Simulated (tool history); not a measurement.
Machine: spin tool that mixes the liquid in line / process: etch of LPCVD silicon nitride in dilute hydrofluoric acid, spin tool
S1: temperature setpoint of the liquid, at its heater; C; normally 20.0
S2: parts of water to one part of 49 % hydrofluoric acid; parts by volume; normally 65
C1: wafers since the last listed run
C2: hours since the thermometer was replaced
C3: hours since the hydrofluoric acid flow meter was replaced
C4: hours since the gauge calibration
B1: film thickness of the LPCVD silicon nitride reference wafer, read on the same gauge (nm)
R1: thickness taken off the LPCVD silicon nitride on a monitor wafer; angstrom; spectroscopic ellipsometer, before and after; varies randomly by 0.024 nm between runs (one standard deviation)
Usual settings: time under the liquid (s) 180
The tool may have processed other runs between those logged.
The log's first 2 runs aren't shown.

run 3 hour=60.9 | S1=20.0 S2=65 time_under_the_liquid_(s)=180 | C1=184 C2=597.3 C3=148.7 C4=1055.5 | B1=130.007 | R1=11.09
run 4 hour=113.3 | S1=20.0 S2=65 time_under_the_liquid_(s)=180 | C1=345 C2=649.7 C3=201.1 C4=1107.9 | B1=130.024 | R1=10.64
run 5 hour=221.9 | S1=20.0 S2=65 time_under_the_liquid_(s)=180 | C1=716 C2=758.3 C3=309.7 C4=1216.5 | B1=130.020 | R1=10.38
run 6 hour=378.9 | S1=20.0 S2=65 time_under_the_liquid_(s)=180 | C1=1036 C2=915.3 C3=466.7 C4=1373.5 | B1=129.996 | R1=10.38
run 7 hour=424.9 | S1=20.0 S2=65 time_under_the_liquid_(s)=180 | C1=303 C2=961.3 C3=512.7 C4=1419.5 | B1=129.990 | R1=10.50
-- hour=471.5 thermometer replaced
run 8 hour=483.1 | S1=20.0 S2=65 time_under_the_liquid_(s)=180 | C1=377 C2=11.6 C3=570.9 C4=1477.7 | B1=130.013 | R1=11.65
run 9 hour=542.2 | S1=20.0 S2=65 time_under_the_liquid_(s)=180 | C1=390 C2=70.7 C3=630.0 C4=1536.8 | B1=130.034 | R1=11.82
-- hour=554.6 hydrofluoric acid flow meter replaced
run 10 hour=574.1 | S1=20.0 S2=65 time_under_the_liquid_(s)=180 | C1=203 C2=102.6 C3=19.5 C4=1568.7 | B1=129.970 | R1=11.39
run 11 hour=625.5 | S1=20.0 S2=65 time_under_the_liquid_(s)=180 | C1=339 C2=154.0 C3=70.9 C4=1620.1 | B1=130.049 | R1=11.29
run 12 hour=779.3 | S1=19.0 S2=50 time_under_the_liquid_(s)=180 | C1=1015 C2=307.8 C3=224.7 C4=1773.9 | B1=130.004 | R1=13.69
run 13 hour=840.7 | S1=18.0 S2=65 time_under_the_liquid_(s)=180 | C1=405 C2=369.2 C3=286.1 C4=1835.3 | B1=130.012 | R1=9.72
run 14 hour=880.3 | S1=18.0 S2=65 time_under_the_liquid_(s)=180 | C1=261 C2=408.8 C3=325.7 C4=1874.9 | B1=130.025 | R1=9.71
run 15 hour=947.1 | S1=17.0 S2=85 time_under_the_liquid_(s)=255 | C1=440 C2=475.6 C3=392.5 C4=1941.7 | B1=129.978 | R1=9.82
run 16 hour=1013.7 | S1=20.0 S2=80 time_under_the_liquid_(s)=180 | C1=439 C2=542.2 C3=459.1 C4=2008.3 | B1=129.996 | R1=8.70
-- hour=1031.2 hydrofluoric acid flow meter replaced
run 17 hour=1080.3 | S1=20.0 S2=65 time_under_the_liquid_(s)=180 | C1=432 C2=608.8 C3=49.1 C4=2074.9 | B1=130.007 | R1=10.80
run 18 hour=1131.9 | S1=20.0 S2=45 time_under_the_liquid_(s)=285 | C1=340 C2=660.4 C3=100.7 C4=2126.5 | B1=130.013 | R1=23.98
run 19 hour=1196.4 | S1=22.5 S2=50 time_under_the_liquid_(s)=100 | C1=425 C2=724.9 C3=165.2 C4=2191.0 | B1=129.942 | R1=9.05
-- hour=1238.2 gauge calibrated
run 20 hour=1246.2 | S1=20.0 S2=65 time_under_the_liquid_(s)=180 | C1=328 C2=774.7 C3=215.0 C4=8.0 | B1=130.003 | R1=10.57

Run 21, settings as shown, results not yet in. Your forecast:
run 21 hour=1413.3 | S1=20.0 S2=65 time_under_the_liquid_(s)=180 | C1=1102 C2=941.8 C3=382.1 C4=175.1 | B1=? | R1=?

{"run 21": {"B1": 130.007, "R1": 10.15}}
Without the tool's hidden state the same run would have given R1 12.18 angstrom.
